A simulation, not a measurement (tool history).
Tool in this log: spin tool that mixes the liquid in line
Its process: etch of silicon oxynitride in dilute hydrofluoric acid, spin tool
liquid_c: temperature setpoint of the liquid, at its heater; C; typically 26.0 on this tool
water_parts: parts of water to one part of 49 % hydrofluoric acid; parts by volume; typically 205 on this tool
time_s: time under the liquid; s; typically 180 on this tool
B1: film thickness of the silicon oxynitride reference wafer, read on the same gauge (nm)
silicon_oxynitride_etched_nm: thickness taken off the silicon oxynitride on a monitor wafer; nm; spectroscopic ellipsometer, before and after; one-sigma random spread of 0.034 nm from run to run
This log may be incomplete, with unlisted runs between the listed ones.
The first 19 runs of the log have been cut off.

run 20 hour=1418.5 | liquid_c=26.0 water_parts=205 time_s=180 | B1=39.975 | silicon_oxynitride_etched_nm=2.500
run 21 hour=1468.6 | liquid_c=26.0 water_parts=205 time_s=180 | B1=40.014 | silicon_oxynitride_etched_nm=2.499
run 22 hour=1554.9 | liquid_c=26.0 water_parts=205 time_s=180 | B1=40.007 | silicon_oxynitride_etched_nm=2.505
-- hour=1579.6 thermometer replaced
run 23 hour=1591.1 | liquid_c=26.0 water_parts=205 time_s=130 | B1=40.004 | silicon_oxynitride_etched_nm=1.807
run 24 hour=1639.1 | liquid_c=26.0 water_parts=120 time_s=150 | B1=40.006 | silicon_oxynitride_etched_nm=3.891
-- hour=1664.4 gauge calibrated
run 25 hour=1710.5 | liquid_c=26.0 water_parts=255 time_s=180 | B1=39.994 | silicon_oxynitride_etched_nm=1.931
-- hour=1756.6 hydrofluoric acid flow meter replaced, repeated, since the last time left the tool worse
run 26 hour=1769.8 | liquid_c=28.5 water_parts=120 time_s=180 | B1=40.014 | silicon_oxynitride_etched_nm=5.801
run 27 hour=1824.6 | liquid_c=26.0 water_parts=130 time_s=180 | B1=39.999 | silicon_oxynitride_etched_nm=4.748
run 28 hour=1899.7 | liquid_c=26.0 water_parts=235 time_s=180 | B1=39.989 | silicon_oxynitride_etched_nm=2.454
run 29 hour=1959.6 | liquid_c=26.0 water_parts=160 time_s=180 | B1=39.976 | silicon_oxynitride_etched_nm=3.843
run 30 hour=2054.3 | liquid_c=26.0 water_parts=145 time_s=105 | B1=40.006 | silicon_oxynitride_etched_nm=2.493
run 31 hour=2135.7 | liquid_c=28.5 water_parts=290 time_s=180 | B1=39.999 | silicon_oxynitride_etched_nm=2.109
run 32 hour=2212.2 | liquid_c=29.5 water_parts=205 time_s=180 | B1=39.994 | silicon_oxynitride_etched_nm=3.336
run 33 hour=2259.7 | liquid_c=31.0 water_parts=255 time_s=240 | B1=39.995 | silicon_oxynitride_etched_nm=3.520
run 34 hour=2345.7 | liquid_c=23.5 water_parts=205 time_s=180 | B1=40.006 | silicon_oxynitride_etched_nm=2.510

Alternative continuations, all from the tool just after run 34; predict every row:
run A hour=2346.2 | liquid_c=26.0 water_parts=205 time_s=180 | B1=? | silicon_oxynitride_etched_nm=?
run B hour=2346.2 | liquid_c=26.0 water_parts=205 time_s=95 | B1=? | silicon_oxynitride_etched_nm=?
run C hour=2346.2 | liquid_c=29.0 water_parts=125 time_s=180 | B1=? | silicon_oxynitride_etched_nm=?

run=A B1=39.997 silicon_oxynitride_etched_nm=2.804
run=B B1=39.997 silicon_oxynitride_etched_nm=1.480
run=C B1=39.997 silicon_oxynitride_etched_nm=5.630
The same runs, with their run-to-run variation unchanged, on a tool lacking any hidden condition would have given:
run=A silicon_oxynitride_etched_nm=2.857
run=B silicon_oxynitride_etched_nm=1.508
run=C silicon_oxynitride_etched_nm=5.733
